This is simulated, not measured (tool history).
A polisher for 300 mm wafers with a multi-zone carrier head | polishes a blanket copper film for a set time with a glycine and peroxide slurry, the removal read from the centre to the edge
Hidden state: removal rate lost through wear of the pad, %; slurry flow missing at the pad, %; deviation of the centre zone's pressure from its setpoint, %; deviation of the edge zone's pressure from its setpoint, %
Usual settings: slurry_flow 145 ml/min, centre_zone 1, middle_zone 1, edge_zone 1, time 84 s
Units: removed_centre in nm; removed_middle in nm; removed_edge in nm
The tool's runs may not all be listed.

run    hour  slurry_flow  centre_zone  middle_zone  edge_zone  time  wafers since the last listed run  wafers polished on this pad  hours since the slurry nozzle was cleaned  hours since the centre zone pressure was calibrated  hours since the edge zone pressure was calibrated  hours since the carrier head's membrane was replaced  incoming thickness of the incoming film, nm  removed_centre  removed_middle  removed_edge
  1       0          145            1         1.04          1   102                                 0                         2297                                        6.6                                                490.5                                              237.4                                                   162                                       1828.2           455.2           474.9         459.4
  2    56.9          145            1         1.04          1   102                               641                         2939                                       63.5                                                547.4                                              294.3                                                 218.9                                       1818.4           449.2           471.1         460.7
  3    82.2          145            1         1.04          1   102                               285                         3224                                       88.8                                                572.7                                              319.6                                                 244.2                                       1810.7           447.8           469.4         465.7
      103.8  -- worn pad replaced by a new one
  4   110.6          105         1.04            1          1    84                               275                           76                                      117.2                                                601.1                                                348                                                 272.6                                       1798.2           379.3           375.5         391.6
  5   136.1          145            1            1          1    84                               287                          363                                      142.7                                                626.6                                              373.5                                                 298.1                                       1787.3           386.1           393.8         400.8
  6     184          145            1            1          1    84                               540                          903                                      190.6                                                674.5                                              421.4                                                   346                                       1840.1           378.8           387.7         396.1
  7   233.8          145            1            1          1    84                               561                         1465                                      240.4                                                724.3                                              471.2                                                 395.8                                       1809.1           368.3           377.3         381.9
      281.2  -- slurry nozzle cleaned
  8   304.5          145            1            1          1    84                               785                         2251                                       23.3                                                  795                                              541.9                                                 466.5                                       1806.6           366.7           382.5         383.5
  9   363.5          145            1            1          1    84                               665                         2916                                       82.3                                                  854                                              600.9                                                 525.5                                       1836.3           367.1           378.6         383.6
      403.3  -- worn pad replaced by a new one
 10   413.8          145            1         1.08       1.06    84                               522                          118                                      132.6                                                904.3                                              651.2                                                 575.8                                       1847.7           387.7           420.1         416.4
 11   442.6          145            1         1.08       1.06    84                               324                          442                                      161.4                                                933.1                                                680                                                 604.6                                       1827.5           382.1           422.8         408.9
      445.1  -- centre zone pressure recalibrated
 12   467.6          145            1            1          1    84                               259                          702                                      186.4                                                 22.5                                                705                                                 629.6                                       1861.7           389.8           382.8         396.1
 13   509.1          145            1         1.08          1    84                               467                         1170                                      227.9                                                   64                                              746.5                                                 671.1                                         1810           383.2           414.4         390.3
 14     555          175            1         1.08       1.07    57                               517                         1687                                      273.8                                                109.9                                              792.4                                                   717                                       1835.9           265.4           286.8         277.8
      602.9  -- slurry nozzle cleaned
      662.7  -- worn pad replaced by a new one
 15   737.6          145          1.1            1          1    74                              2002                          844                                      134.7                                                292.5                                                975                                                 899.6                                       1807.2           356.1           330.5         345.2
      891.8  -- slurry nozzle cleaned
 16   908.4          190            1         0.96          1    84                              1914                         2759                                       16.6                                                463.3                                             1145.8                                                1070.4                                         1827           387.1             379           392
      940.2  -- worn pad replaced by a new one
      940.6  -- edge zone pressure recalibrated
 17   971.6          145         0.92         1.03        1.1    96                               662                          349                                       79.8                                                526.5                                                 31                                                1133.6                                       1783.6           425.3           466.8         477.9
 18  1093.4          145            1         1.04          1   102                              1373                         1722                                      201.6                                                648.3                                              152.8                                                1255.4                                       1860.6           449.6           475.5         466.2
 19  1122.8          160         0.88            1          1    84                               331                         2053                                        231                                                677.7                                              182.2                                                1284.8                                       1843.2           352.2           381.8         394.3
     1139.9  -- carrier head's membrane replaced by a new one
       1183  -- slurry nozzle cleaned
 20  1189.5          145            1         1.04       1.09    84                               684                         2738                                        6.5                                                744.4                                              248.9                                                  49.6                                       1823.4             364           380.7         395.5
 21  1229.2          145         0.92         1.03          1    84                               447                         3185                                       46.2                                                784.1                                              288.6                                                  89.3                                       1812.5           345.3           378.8         384.1
     1245.1  -- worn pad replaced by a new one
 22  1280.9          125            1         0.92       0.91    70                               537                          403                                       97.9                                                835.8                                              340.3                                                   141                                       1836.4           302.1           298.5         315.3
     1349.5  -- centre zone pressure recalibrated
 23  1460.2          180            1            1          1    84                              1998                         2402                                      277.2                                                110.7                                              519.6                                                 320.3                                         1808           391.5           391.2         391.1

What the log doesn't show, run by run:
slurry flow missing at the pad, %: 0 in every run
deviation of the edge zone's pressure from its setpoint, %: 0 in every run
H1: removal rate lost through wear of the pad, %
H2: deviation of the centre zone's pressure from its setpoint, %
run     H1       H2
  1   6.39    -3.47
  2   6.75    -3.97
  3   6.85    -4.19
  4  0.758    -4.44
  5   2.26    -4.66
  6   4.22    -5.08
  7   5.45    -5.52
  8    6.4    -6.14
  9   6.81    -6.66
 10   1.15     -7.1
 11   2.77    -7.35
 12   3.82    0.218
 13   5.08   -0.145
 14   5.97   -0.548
 15   4.25    -2.15
 16   6.94    -3.65
 17   2.16     -4.2
 18   5.78    -5.27
 19   6.16    -5.52
 20   6.69    -6.11
 21   6.88    -6.46
 22   2.96    -6.91
 23   7.04  -0.0456

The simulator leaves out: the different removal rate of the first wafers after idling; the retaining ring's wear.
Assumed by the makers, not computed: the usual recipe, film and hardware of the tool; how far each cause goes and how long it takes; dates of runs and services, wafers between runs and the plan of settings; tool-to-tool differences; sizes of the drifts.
